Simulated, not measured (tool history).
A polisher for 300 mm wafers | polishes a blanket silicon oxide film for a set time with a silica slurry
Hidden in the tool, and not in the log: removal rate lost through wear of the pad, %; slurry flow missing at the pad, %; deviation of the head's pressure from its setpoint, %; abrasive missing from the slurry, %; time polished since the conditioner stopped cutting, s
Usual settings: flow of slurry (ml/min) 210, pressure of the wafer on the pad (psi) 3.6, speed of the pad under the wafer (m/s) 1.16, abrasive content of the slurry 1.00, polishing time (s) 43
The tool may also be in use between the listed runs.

run   hour  flow of slurry (ml/min)  pressure of the wafer on the pad (psi)  speed of the pad under the wafer (m/s)  abrasive content of the slurry  polishing time (s)  wafers since the last listed run  wafers polished on this pad  hours since the slurry nozzle was cleaned  hours since the head pressure was calibrated  hours since the slurry blender was calibrated  hours since the conditioning disc was replaced  incoming thickness of the incoming film, nm  film removed (Å)
  1    0.0                      210                                     3.6                                    0.88                            1.00                  32                                 0                         1167                                      156.6                                        1248.3                                          162.9                                           316.6                                       1190.2               790
  2   26.0                      210                                     3.6                                    0.88                            1.00                  32                               229                         1397                                      182.6                                        1274.3                                          188.9                                           342.6                                       1185.8               792
      43.0  -- worn pad replaced by a new one
  3   57.3                      210                                     3.6                                    1.16                            1.00                  43                               241                          126                                      213.9                                        1305.6                                          220.2                                           373.9                                       1180.5              1313
  4   70.1                      210                                     3.6                                    1.16                            1.00                  43                               113                          239                                      226.7                                        1318.4                                          233.0                                           386.7                                       1182.7              1329
      84.9  -- conditioning disc replaced and pad reconditioned
  5   86.9                      210                                     3.6                                    1.16                            1.00                  43                               130                          370                                      243.5                                        1335.2                                          249.8                                             2.0                                       1190.8              1316
  6   99.9                      210                                     3.6                                    1.16                            1.00                  43                               114                          485                                      256.5                                        1348.2                                          262.8                                            15.0                                       1181.2              1313
     116.2  -- head pressure recalibrated
  7  128.5                      255                                     2.5                                    1.44                            1.00                  56                               234                          720                                      285.1                                          12.3                                          291.4                                            43.6                                       1175.1              1687
  8  163.2                      150                                     3.6                                    0.90                            1.20                  43                               306                         1026                                      319.8                                          47.0                                          326.1                                            78.3                                       1193.9              1105
  9  186.6                      275                                     3.6                                    1.16                            1.00                  43                               206                         1233                                      343.2                                          70.4                                          349.5                                           101.7                                       1183.3              1351
     198.9  -- slurry blender recalibrated
 10  206.1                      210                                     3.6                                    1.02                            1.00                  43                               154                         1387                                      362.7                                          89.9                                            7.2                                           121.2                                       1185.4              1139
     214.6  -- worn pad replaced by a new one
 11  222.1                      210                                     3.6                                    1.16                            1.00                  43                               106                           66                                      378.7                                         105.9                                           23.2                                           137.2                                       1175.8              1284
 12  242.9                      210                                     3.6                                    1.16                            1.00                  43                               183                          249                                      399.5                                         126.7                                           44.0                                           158.0                                       1169.6              1258
 13  256.4                      210                                     2.9                                    0.86                            1.10                  48                               119                          369                                      413.0                                         140.2                                           57.5                                           171.5                                       1182.2              1055
 14  274.9                      260                                     3.6                                    1.16                            1.00                  43                               163                          532                                      431.5                                         158.7                                           76.0                                           190.0                                       1181.6              1291
 15  287.7                      255                                     3.6                                    1.16                            0.90                  54                               113                          645                                      444.3                                         171.5                                           88.8                                           202.8                                       1188.1              1526
 16  318.9                      210                                     3.6                                    1.16                            1.00                  43                               275                          921                                      475.5                                         202.7                                          120.0                                           234.0                                       1175.5              1277
 17  331.2                      210                                     3.6                                    0.88                            1.00                  32                               108                         1029                                      487.8                                         215.0                                          132.3                                           246.3                                       1167.8               745
 18  354.6                      210                                     3.6                                    1.16                            1.00                  43                               206                         1236                                      511.2                                         238.4                                          155.7                                           269.7                                       1195.0              1253
     370.9  -- slurry nozzle cleaned
 19  390.3                      210                                     3.6                                    1.16                            1.00                  52                               306                         1543                                       19.4                                         274.1                                          191.4                                           305.4                                       1176.4              1636
     395.3  -- worn pad replaced by a new one
 20  411.8                      280                                     3.6                                    0.84                            1.00                  36                               154                          145                                       40.9                                         295.6                                          212.9                                           326.9                                       1171.9               879
 21  432.5                      210                                     3.6                                    1.16                            1.00                  43                               182                          328                                       61.6                                         316.3                                          233.6                                           347.6                                       1183.5              1304
 22  461.1                      210                                     3.6                                    1.16                            1.00                  57                               252                          580                                       90.2                                         344.9                                          262.2                                           376.2                                       1162.4              1718
 23  491.7                      210                                     3.2                                    0.98                            1.00                  43                               270                          851                                      120.8                                         375.5                                          292.8                                           406.8                                       1187.2              1063
 24  509.6                      210                                     3.6                                    1.16                            1.00                  43                               158                         1009                                      138.7                                         393.4                                          310.7                                           424.7                                       1188.8              1305
     552.3  -- slurry blender recalibrated
     589.7  -- worn pad replaced by a new one
     609.4  -- conditioning disc replaced and pad reconditioned
 25  616.9                      210                                     3.6                                    1.16                            1.00                  43                               877                          222                                      246.0                                         500.7                                           64.6                                             7.5                                       1172.4              1309
 26  631.8                      210                                     4.6                                    1.30                            1.15                  47                               131                          354                                      260.9                                         515.6                                           79.5                                            22.4                                       1165.5              1918

4 ways to go on from here, each from the tool as it stands after run 26. What would each give?
  A  632.2                      210                                     2.7                                    1.16                            1.00                  43                                 3                          358                                      261.3                                         516.0                                           79.9                                            22.8                                       1169.7                 ?
  B  632.2                      210                                     3.6                                    1.16                            1.20                  34                                 3                          358                                      261.3                                         516.0                                           79.9                                            22.8                                       1169.7                 ?
  C  632.2                      210                                     3.0                                    1.16                            1.15                  43                                 3                          358                                      261.3                                         516.0                                           79.9                                            22.8                                       1169.7                 ?
  D  632.2                      210                                     3.6                                    1.52                            1.15                  43                                 3                          358                                      261.3                                         516.0                                           79.9                                            22.8                                       1169.7                 ?

run  film removed (Å)
  A              1095
  B              1119
  C              1248
  D              1721
Without the tool's hidden state the same runs would have given:
run  film removed (Å)
  A              1126
  B              1151
  C              1283
  D              1770
